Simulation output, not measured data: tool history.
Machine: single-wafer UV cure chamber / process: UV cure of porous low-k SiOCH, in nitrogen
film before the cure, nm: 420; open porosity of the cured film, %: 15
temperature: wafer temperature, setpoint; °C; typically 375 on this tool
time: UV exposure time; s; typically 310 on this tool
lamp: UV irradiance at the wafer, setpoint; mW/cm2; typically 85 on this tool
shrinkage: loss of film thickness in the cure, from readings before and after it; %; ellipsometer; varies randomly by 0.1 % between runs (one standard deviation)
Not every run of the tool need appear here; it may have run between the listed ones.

run	day	temperature	time	lamp	shrinkage
1	0	375	310	85	9.905
2	2.054	375	310	85	9.687
3	4.692	375	310	85	9.643
# day 9.129: quartz window cleaned
4	10.283	375	310	85	9.953
5	12.658	375	310	85	9.996
6	14.533	375	310	85	10.023
7	16.196	375	310	85	9.707
8	18.225	375	310	85	9.729
9	20.308	375	310	85	9.785
10	22.271	375	310	85	9.376
11	25.3	375	180	85	7.189
12	27.129	375	180	85	7.088
# day 28.225: quartz window cleaned
13	28.842	375	180	85	7.808
# day 30.1: UV bulbs replaced
14	31.821	375	310	85	9.894
15	33.7	375	310	85	9.979
16	34.917	375	310	85	9.78
17	37.096	375	310	85	9.975
18	39.788	375	310	85	9.753
19	42.512	375	310	85	9.581
20	43.771	384	405	118	11.903
# day 44.796: quartz window cleaned
21	45.371	385	375	54	9.128
22	48.05	375	175	58	6.322
23	50.238	375	310	85	9.926
24	51.471	357	200	85	7.855
25	52.725	375	310	75	9.373
26	55.188	385	430	123	12.918
27	56.392	357	375	85	9.942
28	61.938	359	425	56	8.485
# day 64.767: quartz window cleaned
29	64.788	367	245	51	6.919
30	66.046	375	310	85	9.941
31	68.892	375	310	85	10.045
32	71.888	375	310	101	10.619
33	73.021	375	310	85	9.836
34	74.325	380	495	62	10.601
35	76.321	375	310	102	10.566
36	77.575	385	310	56	7.97
37	80.575	375	310	102	10.258
38	82.658	387	210	59	6.398
39	84.508	375	310	85	9.087

Consider 3 possible next runs. They are alternatives, not a sequence: every one starts from the tool as it was left by run 39. What does each give?
A	84.529	361	310	85	?
B	84.529	386	140	116	?
C	84.529	362	165	85	?

run	shrinkage
A	8.597
B	7.146
C	6.252
Had the tool no hidden state, the same runs would have come out as:
run	shrinkage
A	9.792
B	8.277
C	7.338

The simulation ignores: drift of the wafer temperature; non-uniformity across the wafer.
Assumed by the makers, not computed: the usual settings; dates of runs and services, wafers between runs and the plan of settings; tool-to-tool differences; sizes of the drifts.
